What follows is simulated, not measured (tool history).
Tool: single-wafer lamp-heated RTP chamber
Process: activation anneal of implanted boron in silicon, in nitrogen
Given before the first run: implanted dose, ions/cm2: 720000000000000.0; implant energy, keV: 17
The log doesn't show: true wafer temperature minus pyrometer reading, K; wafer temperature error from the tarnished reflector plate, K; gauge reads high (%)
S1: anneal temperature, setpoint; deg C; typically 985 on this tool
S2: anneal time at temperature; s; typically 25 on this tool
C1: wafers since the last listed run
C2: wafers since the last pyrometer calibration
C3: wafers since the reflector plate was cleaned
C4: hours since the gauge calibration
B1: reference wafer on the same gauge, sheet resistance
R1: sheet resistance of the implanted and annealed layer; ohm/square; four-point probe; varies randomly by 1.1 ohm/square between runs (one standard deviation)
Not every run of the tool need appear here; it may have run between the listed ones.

run	hour	S1	S2	C1	C2	C3	C4	B1	R1
1	0	985	29	0	3684	6638	395.6	168.13	187.79
2	47.6	985	25	825	4509	7463	443.2	168.22	188.53
3	106.4	985	25	1019	5529	8483	502	168.28	187.23
4	174.2	985	25	1175	6704	9658	569.8	168.12	188.13
# hour 230.3: reflector plate cleaned
5	230.8	985	25	842	7546	9	626.4	167.93	191.75
6	268.1	985	25	646	8193	655	663.7	168.14	190.75
# hour 303.7: pyrometer window cleaned and pyrometer calibrated
7	315.1	985	15	676	198	1331	710.7	167.82	194.07
8	376.8	985	15	1069	1267	2401	772.4	167.68	194.54
9	408.6	976	15	551	1818	2952	804.2	168.28	201.3
10	469.7	985	25	1059	2878	4011	865.3	168.26	192.07
11	529.6	985	25	1038	3916	5050	925.2	167.44	189.81
12	595.5	975	36	1142	5058	6192	991.1	167.77	191.76
13	630.9	971	14	613	5672	6805	1026.5	168.09	201.85
14	698.2	985	16	1166	6838	7972	1093.8	167.68	189.72
# hour 763.5: reflector plate cleaned
15	784.4	961	25	1355	8194	362	1180	167.42	216.33
# hour 923.9: pyrometer window cleaned and pyrometer calibrated
16	927.1	956	25	2334	55	2697	1322.7	167.94	221.85
17	984.7	985	35	998	1053	3695	1380.3	168.27	186.88
18	1021.3	985	25	634	1688	4330	1416.9	168.11	191.63
19	1072.9	958	36	894	2582	5224	1468.5	167.68	211.88
20	1215.5	1005	32	2471	5054	7696	1611.1	168.17	183.05
21	1241.6	962	18	452	5506	8148	1637.2	168.22	208.96
# hour 1275.9: gauge calibrated
# hour 1388.8: reflector plate cleaned
22	1406.4	985	25	2717	8224	304	130.5	167.68	189.46
23	1443.7	977	18	646	8871	951	167.8	168.21	200.52
# hour 1499.2: pyrometer window cleaned and pyrometer calibrated
24	1509.2	985	25	996	173	1947	233.3	168.06	190.07
25	1542.4	985	25	575	748	2523	266.5	168.14	190.3
26	1585.8	976	37	752	1501	3275	309.9	168.1	192.05
27	1615.7	997	14	518	2019	3794	339.8	167.72	186.17
28	1681	999	38	1131	3151	4925	405.1	168.18	182.98
29	1730.1	972	38	851	4002	5777	454.2	167.73	194.63
30	1765.3	1015	29	610	4612	6387	489.4	168.03	180.53
31	1790.6	985	25	438	5051	6825	514.7	168.06	187.68
32	1829.1	1011	13	667	5718	7493	553.2	168.05	184.61
33	1863.4	961	25	594	6312	8087	587.5	168.09	206.94
# hour 1879: reflector plate cleaned
34	1927.5	1004	20	972	7285	839	651.6	168.55	184.07

Forecast run 35:
35	1987.4	958	40	1038	8323	1878	711.5	?	?

Run 35 measured B1 167.9, R1 209.28 ohm/square.
With the hidden condition absent and the run-to-run variation left alone, this run would have shown R1 211.07 ohm/square.

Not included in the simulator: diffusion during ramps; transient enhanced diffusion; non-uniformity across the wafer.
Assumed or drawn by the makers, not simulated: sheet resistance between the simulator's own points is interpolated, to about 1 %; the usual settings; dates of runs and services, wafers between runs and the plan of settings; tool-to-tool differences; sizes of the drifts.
